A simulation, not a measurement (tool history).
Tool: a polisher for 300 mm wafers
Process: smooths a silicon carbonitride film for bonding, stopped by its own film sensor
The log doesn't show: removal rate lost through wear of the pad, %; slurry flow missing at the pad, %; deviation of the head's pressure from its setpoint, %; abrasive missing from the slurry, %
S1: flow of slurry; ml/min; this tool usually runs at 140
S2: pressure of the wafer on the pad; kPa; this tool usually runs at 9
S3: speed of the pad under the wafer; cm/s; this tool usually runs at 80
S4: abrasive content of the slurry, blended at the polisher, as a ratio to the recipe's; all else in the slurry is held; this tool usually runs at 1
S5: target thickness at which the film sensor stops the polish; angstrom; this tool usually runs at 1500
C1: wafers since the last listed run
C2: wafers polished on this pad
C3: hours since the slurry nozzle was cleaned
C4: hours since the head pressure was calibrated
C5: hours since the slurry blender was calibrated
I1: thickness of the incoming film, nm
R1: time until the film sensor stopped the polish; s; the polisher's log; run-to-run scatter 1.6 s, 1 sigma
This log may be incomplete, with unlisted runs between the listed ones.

| run | day | S1 | S2 | S3 | S4 | S5 | C1 | C2 | C3 | C4 | C5 | I1 | R1 |
|---|---|---|---|---|---|---|---|---|---|---|---|---|---|
| 1 | 0 | 140 | 9 | 80 | 1 | 1500 | 0 | 119 | 116.6 | 434.5 | 138.7 | 170.4 | 173.2 |
| 2 | 0.95 | 140 | 9 | 80 | 1 | 1500 | 109 | 229 | 139.4 | 457.3 | 161.5 | 172.5 | 192.6 |
| 3 | 1.712 | 140 | 9 | 80 | 1 | 1500 | 88 | 318 | 157.7 | 475.6 | 179.8 | 171 | 182.4 |
| 4 | 2.538 | 140 | 9 | 80 | 1 | 1500 | 95 | 413 | 177.5 | 495.4 | 199.6 | 171.7 | 185.4 |
| 5 | 3.625 | 140 | 9 | 80 | 1 | 1500 | 125 | 539 | 203.6 | 521.5 | 225.7 | 170.2 | 176.6 |
| 6 | 4.65 | 140 | 9 | 80 | 1 | 1500 | 118 | 657 | 228.2 | 546.1 | 250.3 | 171.1 | 185.1 |
|  | 5.308 | slurry blender recalibrated |
| 7 | 5.925 | 140 | 9 | 80 | 1 | 1500 | 137 | 795 | 258.8 | 576.7 | 14.8 | 170 | 175 |
| 8 | 7.283 | 140 | 7.6 | 96 | 1 | 1530 | 157 | 952 | 291.4 | 609.3 | 47.4 | 172 | 165.6 |
|  | 7.633 | worn pad replaced by a new one |
| 9 | 8.767 | 140 | 9 | 80 | 1 | 1500 | 152 | 131 | 327 | 644.9 | 83 | 168.6 | 159.7 |
| 10 | 9.308 | 140 | 9 | 80 | 1 | 1500 | 62 | 193 | 340 | 657.9 | 96 | 170 | 169.4 |
| 11 | 10.425 | 120 | 5.5 | 80 | 0.7 | 1560 | 129 | 323 | 366.8 | 684.7 | 122.8 | 171.2 | 231.3 |
| 12 | 11.658 | 140 | 9 | 80 | 0.85 | 1450 | 142 | 465 | 396.4 | 714.3 | 152.4 | 168.7 | 220.4 |
| 13 | 12.425 | 140 | 9 | 80 | 1 | 1540 | 88 | 554 | 414.8 | 732.7 | 170.8 | 169.7 | 137.9 |
| 14 | 13.1 | 140 | 7.6 | 80 | 1 | 1500 | 78 | 632 | 431 | 748.9 | 187 | 170.5 | 204.9 |
| 15 | 13.796 | 140 | 7.6 | 80 | 1 | 1500 | 80 | 712 | 447.7 | 765.6 | 203.7 | 170.7 | 207.2 |
| 16 | 14.529 | 115 | 9 | 80 | 1 | 1520 | 84 | 797 | 465.3 | 783.2 | 221.3 | 170 | 161.8 |
| 17 | 15.479 | 165 | 5.5 | 60 | 1 | 1470 | 109 | 907 | 488.1 | 806 | 244.1 | 167.1 | 302.7 |
|  | 16.071 | worn pad replaced by a new one |
| 18 | 16.208 | 140 | 9 | 66 | 1 | 1470 | 65 | 15 | 505.6 | 823.5 | 261.6 | 173 | 256.9 |
|  | 16.325 | slurry blender recalibrated |
|  | 16.675 | head pressure recalibrated |
| 19 | 16.842 | 140 | 5.5 | 100 | 1 | 1450 | 53 | 69 | 520.8 | 4 | 12.4 | 169.5 | 246.1 |
| 20 | 17.662 | 180 | 6.2 | 80 | 0.75 | 1550 | 94 | 164 | 540.5 | 23.7 | 32.1 | 168 | 163.5 |
| 21 | 18.192 | 140 | 7.6 | 96 | 1 | 1530 | 61 | 226 | 553.2 | 36.4 | 44.8 | 172.3 | 163.5 |
|  | 19.104 | slurry nozzle cleaned |
| 22 | 19.492 | 125 | 9 | 80 | 1 | 1500 | 145 | 371 | 9.3 | 67.6 | 76 | 171.1 | 187.2 |
| 23 | 20.029 | 140 | 9 | 80 | 1 | 1500 | 62 | 433 | 22.2 | 80.5 | 88.9 | 170.2 | 175.6 |
| 24 | 20.7 | 140 | 11.7 | 80 | 1 | 1500 | 77 | 511 | 38.3 | 96.6 | 105 | 169.4 | 136.1 |
| 25 | 22.125 | 140 | 9 | 96 | 1 | 1470 | 164 | 676 | 72.5 | 130.8 | 139.2 | 167.4 | 153.2 |
| 26 | 22.921 | 140 | 9 | 80 | 1 | 1500 | 92 | 768 | 91.6 | 149.9 | 158.3 | 171.1 | 184.9 |
|  | 23.433 | worn pad replaced by a new one |
| 27 | 24.379 | 140 | 9 | 80 | 1 | 1500 | 149 | 109 | 126.6 | 184.9 | 193.3 | 167.6 | 151.9 |
| 28 | 24.971 | 115 | 9 | 80 | 1 | 1440 | 68 | 177 | 140.8 | 199.1 | 207.5 | 171 | 240.7 |
| 29 | 25.971 | 140 | 9 | 80 | 1 | 1500 | 115 | 293 | 164.8 | 223.1 | 231.5 | 169.9 | 170.5 |
| 30 | 26.783 | 140 | 9 | 80 | 1 | 1570 | 93 | 387 | 184.3 | 242.6 | 251 | 172.8 | 136.2 |
| 31 | 27.7 | 160 | 9 | 102 | 0.75 | 1500 | 106 | 493 | 206.3 | 264.6 | 273 | 171.1 | 174.9 |

Pick out some run-to-run changes in R1. Of each, how much would a tool without hidden state show as well, from the settings, what came in and chance, and how much is left for the hidden state and any gauge scatter not in both results compared?
Run 16 -> 17: S1 115 -> 165, S2 9 -> 5.5, S3 80 -> 60, S5 1520 -> 1470. R1 +140.9 s: hidden state +5.9, all else +135.
Run 17 -> 18: S1 165 -> 140, S2 5.5 -> 9, S3 60 -> 66, worn pad replaced by a new one. R1 -45.8 s: hidden state -10.4, all else -35.4.
Run 19 -> 20: S1 140 -> 180, S2 5.5 -> 6.2, S3 100 -> 80, S4 1 -> 0.75, S5 1450 -> 1550. R1 -82.6 s: hidden state +0.1, all else -82.7.
Run 26 -> 27: worn pad replaced by a new one. R1 -33 s: hidden state -6, all else -27.
Run 27 -> 28: S1 140 -> 115, S5 1500 -> 1440. R1 +88.8 s: hidden state +2.4, all else +86.4.
